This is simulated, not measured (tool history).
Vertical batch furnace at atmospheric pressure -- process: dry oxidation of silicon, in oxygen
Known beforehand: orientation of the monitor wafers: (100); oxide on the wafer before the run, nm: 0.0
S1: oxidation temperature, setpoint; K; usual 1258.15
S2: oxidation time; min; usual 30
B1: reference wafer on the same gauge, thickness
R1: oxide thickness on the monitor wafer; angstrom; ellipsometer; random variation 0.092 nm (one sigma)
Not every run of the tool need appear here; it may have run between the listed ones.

| run | hour | S1 | S2 | B1 | R1 |
|---|---|---|---|---|---|
| 1 | 0 | 1258.15 | 30 | 27.69 | 283.1 |
| 2 | 58.3 | 1258.15 | 30 | 27.72 | 285 |
| 3 | 114 | 1258.15 | 30 | 27.69 | 286 |
| 4 | 162.8 | 1258.15 | 30 | 27.71 | 285 |
| 5 | 206.3 | 1258.15 | 30 | 27.69 | 286.7 |
| 6 | 247.8 | 1258.15 | 30 | 27.7 | 286.9 |
| 7 | 280.7 | 1258.15 | 30 | 27.7 | 284.4 |
| 8 | 394.2 | 1258.15 | 30 | 27.71 | 287.3 |
|  | 441.2 | thermocouples replaced and temperature profile calibrated |
| 9 | 520.6 | 1258.15 | 30 | 27.68 | 272.7 |
| 10 | 723.8 | 1258.15 | 18 | 27.7 | 203.6 |
|  | 756.5 | boat lift adjusted |
| 11 | 757 | 1258.15 | 18 | 27.7 | 203.8 |
| 12 | 804 | 1258.15 | 18 | 27.71 | 204.2 |
| 13 | 853.5 | 1269.15 | 30 | 27.7 | 304.6 |
| 14 | 894.3 | 1269.15 | 30 | 27.72 | 304.9 |
| 15 | 961.4 | 1269.15 | 30 | 27.7 | 305.5 |
|  | 997.1 | gauge calibrated |
| 16 | 1014.8 | 1269.15 | 25 | 27.68 | 276.7 |
| 17 | 1054.3 | 1258.15 | 35 | 27.69 | 298.9 |
| 18 | 1112.1 | 1258.15 | 30 | 27.68 | 274.8 |
| 19 | 1156.3 | 1258.15 | 30 | 27.71 | 273.7 |
| 20 | 1182.5 | 1258.15 | 20 | 27.7 | 217.8 |
| 21 | 1214.7 | 1242.15 | 23 | 27.7 | 204 |
| 22 | 1244.8 | 1258.15 | 30 | 27.72 | 274.5 |
| 23 | 1288.3 | 1258.15 | 30 | 27.71 | 274.4 |
| 24 | 1336.5 | 1258.15 | 30 | 27.7 | 274.3 |
| 25 | 1372.3 | 1258.15 | 17 | 27.7 | 198.2 |
| 26 | 1427.7 | 1258.15 | 30 | 27.69 | 273.7 |
| 27 | 1496.4 | 1258.15 | 30 | 27.71 | 274.8 |
| 28 | 1524.6 | 1267.15 | 30 | 27.68 | 302 |
| 29 | 1555.5 | 1249.15 | 18 | 27.68 | 188.3 |
| 30 | 1619.5 | 1244.15 | 17 | 27.7 | 174.1 |
| 31 | 1689.6 | 1258.15 | 30 | 27.69 | 276.4 |
| 32 | 1760.2 | 1258.15 | 30 | 27.69 | 274.6 |
| 33 | 1787.5 | 1238.15 | 39 | 27.71 | 272.3 |
| 34 | 1839.6 | 1248.15 | 23 | 27.7 | 214.7 |
| 35 | 1870.8 | 1280.15 | 23 | 27.69 | 296.5 |
| 36 | 1911 | 1281.15 | 21.5 | 27.69 | 286.9 |
| 37 | 2058.1 | 1251.15 | 18.5 | 27.7 | 195.7 |
| 38 | 2089.9 | 1272.15 | 30 | 27.69 | 318.5 |

Consider 5 possible next runs. They are alternatives, not a sequence: every one starts from the tool as it was left by run 38. What does each give?
| A | 2095.1 | 1237.15 | 30 | ? | ? |
| B | 2095.1 | 1245.15 | 30 | ? | ? |
| C | 2095.1 | 1258.15 | 20.5 | ? | ? |
| D | 2095.1 | 1279.15 | 30 | ? | ? |
| E | 2095.1 | 1247.15 | 18 | ? | ? |

| run | B1 | R1 |
|---|---|---|
| A | 27.71 | 230.4 |
| B | 27.71 | 245.4 |
| C | 27.71 | 221.5 |
| D | 27.71 | 338.8 |
| E | 27.71 | 184.4 |
With the hidden condition removed and each run's random variation left untouched, the same runs would have given:
| run | R1 |
|---|---|
| A | 226.5 |
| B | 241.5 |
| C | 216.8 |
| D | 332.5 |
| E | 181.1 |
